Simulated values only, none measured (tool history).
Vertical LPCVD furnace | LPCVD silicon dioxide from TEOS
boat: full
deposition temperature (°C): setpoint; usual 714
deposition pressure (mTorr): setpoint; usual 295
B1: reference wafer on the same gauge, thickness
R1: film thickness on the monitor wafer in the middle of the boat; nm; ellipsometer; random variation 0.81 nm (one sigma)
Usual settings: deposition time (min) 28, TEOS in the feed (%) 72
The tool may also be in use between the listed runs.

{"run": 1, "hour": 0.0, "deposition temperature (°C)": 714, "deposition pressure (mTorr)": 295, "deposition time (min)": 28, "TEOS in the feed (%)": 72, "B1": 262.84, "R1": 343.73}
{"run": 2, "hour": 39.4, "deposition temperature (°C)": 714, "deposition pressure (mTorr)": 295, "deposition time (min)": 28, "TEOS in the feed (%)": 72, "B1": 262.96, "R1": 343.42}
{"run": 3, "hour": 57.3, "deposition temperature (°C)": 714, "deposition pressure (mTorr)": 295, "deposition time (min)": 23.5, "TEOS in the feed (%)": 72, "B1": 262.9, "R1": 289.03}
{"run": 4, "hour": 75.3, "deposition temperature (°C)": 714, "deposition pressure (mTorr)": 295, "deposition time (min)": 23.5, "TEOS in the feed (%)": 72, "B1": 262.97, "R1": 289.3}
{"run": 5, "hour": 94.2, "deposition temperature (°C)": 714, "deposition pressure (mTorr)": 295, "deposition time (min)": 28, "TEOS in the feed (%)": 72, "B1": 262.79, "R1": 345.05}
{"run": 6, "hour": 103.0, "deposition temperature (°C)": 714, "deposition pressure (mTorr)": 295, "deposition time (min)": 28, "TEOS in the feed (%)": 72, "B1": 262.93, "R1": 343.97}
{"run": 7, "hour": 116.8, "deposition temperature (°C)": 714, "deposition pressure (mTorr)": 295, "deposition time (min)": 28, "TEOS in the feed (%)": 82, "B1": 263.12, "R1": 368.05}
{"run": 8, "hour": 130.6, "deposition temperature (°C)": 714, "deposition pressure (mTorr)": 295, "deposition time (min)": 28, "TEOS in the feed (%)": 82, "B1": 263.02, "R1": 367.2}
{"run": 9, "hour": 150.6, "deposition temperature (°C)": 714, "deposition pressure (mTorr)": 295, "deposition time (min)": 28, "TEOS in the feed (%)": 82, "B1": 263.08, "R1": 366.49}
{"hour": 170.4, "done": "gauge calibrated"}
{"run": 10, "hour": 170.5, "deposition temperature (°C)": 714, "deposition pressure (mTorr)": 295, "deposition time (min)": 28, "TEOS in the feed (%)": 72, "B1": 262.85, "R1": 345.07}
{"run": 11, "hour": 177.4, "deposition temperature (°C)": 714, "deposition pressure (mTorr)": 295, "deposition time (min)": 28, "TEOS in the feed (%)": 72, "B1": 263.07, "R1": 343.34}
{"run": 12, "hour": 186.7, "deposition temperature (°C)": 714, "deposition pressure (mTorr)": 295, "deposition time (min)": 35, "TEOS in the feed (%)": 72, "B1": 262.73, "R1": 430.22}
{"run": 13, "hour": 204.5, "deposition temperature (°C)": 714, "deposition pressure (mTorr)": 295, "deposition time (min)": 35, "TEOS in the feed (%)": 72, "B1": 263.03, "R1": 431.37}
{"hour": 231.8, "done": "pressure gauge zeroed"}
{"run": 14, "hour": 234.7, "deposition temperature (°C)": 722, "deposition pressure (mTorr)": 295, "deposition time (min)": 28, "TEOS in the feed (%)": 65, "B1": 262.79, "R1": 392.19}
{"hour": 264.5, "done": "thermocouples replaced and temperature profile calibrated"}
{"run": 15, "hour": 265.0, "deposition temperature (°C)": 714, "deposition pressure (mTorr)": 295, "deposition time (min)": 28, "TEOS in the feed (%)": 72, "B1": 262.9, "R1": 310.87}
{"run": 16, "hour": 269.8, "deposition temperature (°C)": 722, "deposition pressure (mTorr)": 250, "deposition time (min)": 38, "TEOS in the feed (%)": 78, "B1": 262.72, "R1": 486.21}
{"run": 17, "hour": 274.6, "deposition temperature (°C)": 704, "deposition pressure (mTorr)": 360, "deposition time (min)": 25, "TEOS in the feed (%)": 60, "B1": 263.04, "R1": 224.74}
{"hour": 305.9, "done": "TEOS flow controller replaced"}
{"run": 18, "hour": 306.4, "deposition temperature (°C)": 718, "deposition pressure (mTorr)": 355, "deposition time (min)": 28, "TEOS in the feed (%)": 72, "B1": 262.97, "R1": 377.17}
{"run": 19, "hour": 311.1, "deposition temperature (°C)": 714, "deposition pressure (mTorr)": 295, "deposition time (min)": 28, "TEOS in the feed (%)": 72, "B1": 263.11, "R1": 313.03}
{"run": 20, "hour": 315.9, "deposition temperature (°C)": 725, "deposition pressure (mTorr)": 295, "deposition time (min)": 28, "TEOS in the feed (%)": 72, "B1": 263.03, "R1": 400.86}
{"run": 21, "hour": 322.6, "deposition temperature (°C)": 714, "deposition pressure (mTorr)": 295, "deposition time (min)": 28, "TEOS in the feed (%)": 60, "B1": 262.87, "R1": 286.36}
{"run": 22, "hour": 340.3, "deposition temperature (°C)": 714, "deposition pressure (mTorr)": 295, "deposition time (min)": 19, "TEOS in the feed (%)": 72, "B1": 263.15, "R1": 213.97}
{"run": 23, "hour": 348.6, "deposition temperature (°C)": 714, "deposition pressure (mTorr)": 340, "deposition time (min)": 36, "TEOS in the feed (%)": 62, "B1": 262.85, "R1": 400.69}
{"run": 24, "hour": 366.9, "deposition temperature (°C)": 714, "deposition pressure (mTorr)": 295, "deposition time (min)": 28, "TEOS in the feed (%)": 72, "B1": 263.15, "R1": 314.99}
{"run": 25, "hour": 381.7, "deposition temperature (°C)": 714, "deposition pressure (mTorr)": 295, "deposition time (min)": 32, "TEOS in the feed (%)": 72, "B1": 262.88, "R1": 360.33}
{"run": 26, "hour": 390.5, "deposition temperature (°C)": 714, "deposition pressure (mTorr)": 295, "deposition time (min)": 28, "TEOS in the feed (%)": 72, "B1": 263.01, "R1": 316.65}

4 ways to go on from here, each from the tool as it stands after run 26. What would each give?
{"run": "A", "hour": 395.4, "deposition temperature (°C)": 714, "deposition pressure (mTorr)": 295, "deposition time (min)": 28, "TEOS in the feed (%)": 72, "B1": "?", "R1": "?"}
{"run": "B", "hour": 395.4, "deposition temperature (°C)": 714, "deposition pressure (mTorr)": 260, "deposition time (min)": 38, "TEOS in the feed (%)": 83, "B1": "?", "R1": "?"}
{"run": "C", "hour": 395.4, "deposition temperature (°C)": 709, "deposition pressure (mTorr)": 295, "deposition time (min)": 28, "TEOS in the feed (%)": 65, "B1": "?", "R1": "?"}
{"run": "D", "hour": 395.4, "deposition temperature (°C)": 724, "deposition pressure (mTorr)": 295, "deposition time (min)": 28, "TEOS in the feed (%)": 58, "B1": "?", "R1": "?"}

run=A B1=263.13 R1=316.11
run=B B1=263.13 R1=432.43
run=C B1=263.13 R1=268.16
run=D B1=263.13 R1=354.71
Without the tool's hidden state the same runs would have given:
run=A R1=310.58
run=B R1=424.86
run=C R1=263.42
run=D R1=348.63

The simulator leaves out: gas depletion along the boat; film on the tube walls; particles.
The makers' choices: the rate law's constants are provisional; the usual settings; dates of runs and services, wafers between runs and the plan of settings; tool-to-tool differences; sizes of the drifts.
